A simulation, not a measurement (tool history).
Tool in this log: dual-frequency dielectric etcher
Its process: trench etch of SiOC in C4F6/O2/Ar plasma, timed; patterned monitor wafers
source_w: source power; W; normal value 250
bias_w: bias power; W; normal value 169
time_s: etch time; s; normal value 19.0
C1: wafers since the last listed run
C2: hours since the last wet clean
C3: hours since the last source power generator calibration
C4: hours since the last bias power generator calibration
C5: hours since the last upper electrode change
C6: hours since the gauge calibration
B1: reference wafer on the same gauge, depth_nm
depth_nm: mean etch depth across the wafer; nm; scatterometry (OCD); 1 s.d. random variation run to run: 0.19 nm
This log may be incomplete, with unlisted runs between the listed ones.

run 1 hour=0.0 | source_w=210 bias_w=169 time_s=19.0 | C1=0 C2=380.9 C3=1613.6 C4=4864.3 C5=2795.9 C6=105.6 | B1=30.19 | depth_nm=28.98
run 2 hour=42.8 | source_w=210 bias_w=169 time_s=19.0 | C1=406 C2=423.7 C3=1656.4 C4=4907.1 C5=2838.7 C6=148.4 | B1=30.16 | depth_nm=29.21
-- hour=103.5 wet clean of the chamber
run 3 hour=104.0 | source_w=210 bias_w=169 time_s=19.0 | C1=353 C2=0.5 C3=1717.6 C4=4968.3 C5=2899.9 C6=209.6 | B1=30.20 | depth_nm=30.31
run 4 hour=150.5 | source_w=250 bias_w=169 time_s=19.0 | C1=441 C2=47.0 C3=1764.1 C4=5014.8 C5=2946.4 C6=256.1 | B1=30.19 | depth_nm=31.97
run 5 hour=177.0 | source_w=250 bias_w=169 time_s=19.0 | C1=251 C2=73.5 C3=1790.6 C4=5041.3 C5=2972.9 C6=282.6 | B1=30.21 | depth_nm=31.44
run 6 hour=219.8 | source_w=250 bias_w=169 time_s=22.0 | C1=406 C2=116.3 C3=1833.4 C4=5084.1 C5=3015.7 C6=325.4 | B1=30.24 | depth_nm=36.78
-- hour=247.7 source power generator calibrated
run 7 hour=264.1 | source_w=250 bias_w=138 time_s=23.0 | C1=382 C2=160.6 C3=16.4 C4=5128.4 C5=3060.0 C6=369.7 | B1=30.20 | depth_nm=37.00
-- hour=307.6 gauge calibrated
run 8 hour=317.1 | source_w=250 bias_w=138 time_s=23.0 | C1=503 C2=213.6 C3=69.4 C4=5181.4 C5=3113.0 C6=9.5 | B1=30.24 | depth_nm=36.31
run 9 hour=345.4 | source_w=250 bias_w=169 time_s=13.5 | C1=268 C2=241.9 C3=97.7 C4=5209.7 C5=3141.3 C6=37.8 | B1=30.17 | depth_nm=21.92
-- hour=373.2 upper electrode replaced
run 10 hour=385.2 | source_w=250 bias_w=210 time_s=14.5 | C1=150 C2=281.7 C3=137.5 C4=5249.5 C5=12.0 C6=77.6 | B1=30.16 | depth_nm=24.83
run 11 hour=425.1 | source_w=250 bias_w=169 time_s=19.0 | C1=378 C2=321.6 C3=177.4 C4=5289.4 C5=51.9 C6=117.5 | B1=30.18 | depth_nm=31.11
-- hour=450.7 bias power generator calibrated
run 12 hour=493.6 | source_w=250 bias_w=169 time_s=23.5 | C1=612 C2=390.1 C3=245.9 C4=42.9 C5=120.4 C6=186.0 | B1=30.18 | depth_nm=37.74
-- hour=557.2 wet clean of the chamber
run 13 hour=557.7 | source_w=250 bias_w=169 time_s=19.0 | C1=380 C2=0.5 C3=310.0 C4=107.0 C5=184.5 C6=250.1 | B1=30.21 | depth_nm=31.64
run 14 hour=617.8 | source_w=230 bias_w=193 time_s=19.0 | C1=570 C2=60.6 C3=370.1 C4=167.1 C5=244.6 C6=310.2 | B1=30.23 | depth_nm=31.76
run 15 hour=642.1 | source_w=250 bias_w=169 time_s=19.0 | C1=230 C2=84.9 C3=394.4 C4=191.4 C5=268.9 C6=334.5 | B1=30.24 | depth_nm=31.36
run 16 hour=683.7 | source_w=190 bias_w=189 time_s=22.5 | C1=395 C2=126.5 C3=436.0 C4=233.0 C5=310.5 C6=376.1 | B1=30.20 | depth_nm=35.07
run 17 hour=710.0 | source_w=230 bias_w=200 time_s=21.0 | C1=249 C2=152.8 C3=462.3 C4=259.3 C5=336.8 C6=402.4 | B1=30.18 | depth_nm=35.02

Here are 5 independent what-if runs from the current tool condition. What would each one return?
run A hour=710.4 | source_w=250 bias_w=169 time_s=19.0 | C1=3 C2=153.2 C3=462.7 C4=259.7 C5=337.2 C6=402.8 | B1=? | depth_nm=?
run B hour=710.4 | source_w=250 bias_w=169 time_s=16.0 | C1=3 C2=153.2 C3=462.7 C4=259.7 C5=337.2 C6=402.8 | B1=? | depth_nm=?
run C hour=710.4 | source_w=270 bias_w=169 time_s=15.5 | C1=3 C2=153.2 C3=462.7 C4=259.7 C5=337.2 C6=402.8 | B1=? | depth_nm=?
run D hour=710.4 | source_w=280 bias_w=130 time_s=16.5 | C1=3 C2=153.2 C3=462.7 C4=259.7 C5=337.2 C6=402.8 | B1=? | depth_nm=?
run E hour=710.4 | source_w=200 bias_w=169 time_s=19.0 | C1=3 C2=153.2 C3=462.7 C4=259.7 C5=337.2 C6=402.8 | B1=? | depth_nm=?

run=A B1=30.19 depth_nm=31.11
run=B B1=30.19 depth_nm=26.20
run=C B1=30.19 depth_nm=25.94
run=D B1=30.19 depth_nm=26.57
run=E B1=30.19 depth_nm=29.29
The same runs, with their run-to-run variation unchanged, on a tool lacking any hidden condition would have given:
run=A depth_nm=31.60
run=B depth_nm=26.61
run=C depth_nm=26.35
run=D depth_nm=26.98
run=E depth_nm=29.75
